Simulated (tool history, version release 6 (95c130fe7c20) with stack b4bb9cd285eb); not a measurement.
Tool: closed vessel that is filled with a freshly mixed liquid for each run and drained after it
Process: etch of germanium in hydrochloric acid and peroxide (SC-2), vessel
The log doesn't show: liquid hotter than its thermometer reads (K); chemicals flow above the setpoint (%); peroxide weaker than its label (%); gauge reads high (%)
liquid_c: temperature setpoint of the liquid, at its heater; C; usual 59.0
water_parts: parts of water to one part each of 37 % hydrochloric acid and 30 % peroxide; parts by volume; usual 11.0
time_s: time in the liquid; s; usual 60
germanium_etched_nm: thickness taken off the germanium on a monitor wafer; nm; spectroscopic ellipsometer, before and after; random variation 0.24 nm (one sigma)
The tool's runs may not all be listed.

run   hour  liquid_c  water_parts  time_s  wafers since the last listed run  hours since the thermometer was replaced  hours since the chemicals flow meter was replaced  hours since the drum of peroxide was connected  hours since the gauge calibration  read-back film thickness of the germanium reference wafer, read on the same gauge (nm)  germanium_etched_nm
  1    0.0      59.0          7.0      35                                 0                                     195.3                                             1418.5                                          1027.2                              404.5                                                                                   89.99                73.62
  2    9.8      59.0          7.0      35                               960                                     205.1                                             1428.3                                          1037.0                              414.3                                                                                   89.99                73.35
  3   21.4      59.0         11.0      45                              1136                                     216.7                                             1439.9                                          1048.6                              425.9                                                                                   90.01                90.90
  4   30.2      59.0         11.0      45                               862                                     225.5                                             1448.7                                          1057.4                              434.7                                                                                   89.99                91.11
  5   38.5      56.0         11.0      60                               813                                     233.8                                             1457.0                                          1065.7                              443.0                                                                                   89.95               110.87
  6   54.7      59.0         13.5      60                              1587                                     250.0                                             1473.2                                          1081.9                              459.2                                                                                   89.99               117.58
  7   70.3      59.0         11.0      60                              1528                                     265.6                                             1488.8                                          1097.5                              474.8                                                                                   89.97               120.82
  8   81.1      59.0         11.0      60                              1058                                     276.4                                             1499.6                                          1108.3                              485.6                                                                                   90.00               121.24
  9   93.0      66.5          9.0      35                              1165                                     288.3                                             1511.5                                          1120.2                              497.5                                                                                   89.97                89.51
 10  109.5      59.0         11.0      60                              1616                                     304.8                                             1528.0                                          1136.7                              514.0                                                                                   89.99               121.38
 11  124.5      65.5          8.5      30                              1469                                     319.8                                             1543.0                                          1151.7                              529.0                                                                                   90.02                75.19
 12  132.1      59.0         11.0      60                               744                                     327.4                                             1550.6                                          1159.3                              536.6                                                                                   89.98               121.43
 13  149.1      59.0         11.0      60                              1665                                     344.4                                             1567.6                                          1176.3                              553.6                                                                                   89.99               121.26
 14  159.6      59.0         14.5      85                              1028                                     354.9                                             1578.1                                          1186.8                              564.1                                                                                   89.96               165.38
 15  169.9      63.0         15.5      90                              1009                                     365.2                                             1588.4                                          1197.1                              574.4                                                                                   90.01               193.64
 16  183.2      55.5         11.0      60                              1302                                     378.5                                             1601.7                                          1210.4                              587.7                                                                                   89.99               109.21
     200.0  -- new drum of peroxide connected
 17  200.5      62.0         13.5      60                              1596                                     395.8                                             1619.0                                             0.5                              605.0                                                                                   90.04               128.67
 18  209.4      65.5         11.0      60                               871                                     404.7                                             1627.9                                             9.4                              613.9                                                                                   90.05               146.44
 19  223.0      59.0          7.5      30                              1332                                     418.3                                             1641.5                                            23.0                              627.5                                                                                   90.00                63.10
 20  238.8      64.0          9.0      60                              1547                                     434.1                                             1657.3                                            38.8                              643.3                                                                                   90.01               143.91
     252.6  -- chemicals flow meter replaced
 21  253.1      59.0         16.0      60                              1302                                     448.4                                                0.5                                            53.1                              657.6                                                                                   89.98               114.70
 22  266.0      59.0         11.0      60                              1263                                     461.3                                               13.4                                            66.0                              670.5                                                                                   90.02               121.50
 23  282.5      59.0         12.5      60                              1616                                     477.8                                               29.9                                            82.5                              687.0                                                                                   89.99               119.60
     284.2  -- thermometer replaced
     291.5  -- gauge calibrated
 24  298.1      59.0         11.0      60                              1430                                      13.9                                               45.5                                            98.1                                6.6                                                                                   89.98               120.57
 25  310.7      52.0          9.5      85                              1234                                      26.5                                               58.1                                           110.7                               19.2                                                                                   90.03               140.71
 26  360.8      62.0         15.0      60                              4908                                      76.6                                              108.2                                           160.8                               69.3                                                                                   90.03               126.20
 27  373.9      52.5          6.5      90                              1283                                      89.7                                              121.3                                           173.9                               82.4                                                                                   89.98               154.90
 28  389.9      52.0          9.5      85                              1567                                     105.7                                              137.3                                           189.9                               98.4                                                                                   89.97               140.59
 29  402.7      59.0         11.0      60                              1254                                     118.5                                              150.1                                           202.7                              111.2                                                                                   90.06               121.03
 30  420.1      66.0         11.0      60                              1704                                     135.9                                              167.5                                           220.1                              128.6                                                                                   90.03               147.44

Some steps in germanium_etched_nm between neighbouring runs. How much of each would the tool show without its hidden state too (settings, what came in, random variation), and how much is left for the hidden state, with any gauge scatter that isn't in both results?
Run 15 -> 16: liquid_c 63.0 -> 55.5, water_parts 15.5 -> 11.0, time_s 90 -> 60. germanium_etched_nm -84.43 nm: hidden state -0.61, all else -83.82.
Run 18 -> 19: liquid_c 65.5 -> 59.0, water_parts 11.0 -> 7.5, time_s 60 -> 30. germanium_etched_nm -83.34 nm: hidden state -0.71, all else -82.63.
Run 19 -> 20: liquid_c 59.0 -> 64.0, water_parts 7.5 -> 9.0, time_s 30 -> 60. germanium_etched_nm +80.81 nm: hidden state +0.80, all else +80.01.
Run 23 -> 24: water_parts 12.5 -> 11.0, thermometer replaced, gauge calibrated. germanium_etched_nm +0.97 nm: hidden state -1.00, all else +1.97.

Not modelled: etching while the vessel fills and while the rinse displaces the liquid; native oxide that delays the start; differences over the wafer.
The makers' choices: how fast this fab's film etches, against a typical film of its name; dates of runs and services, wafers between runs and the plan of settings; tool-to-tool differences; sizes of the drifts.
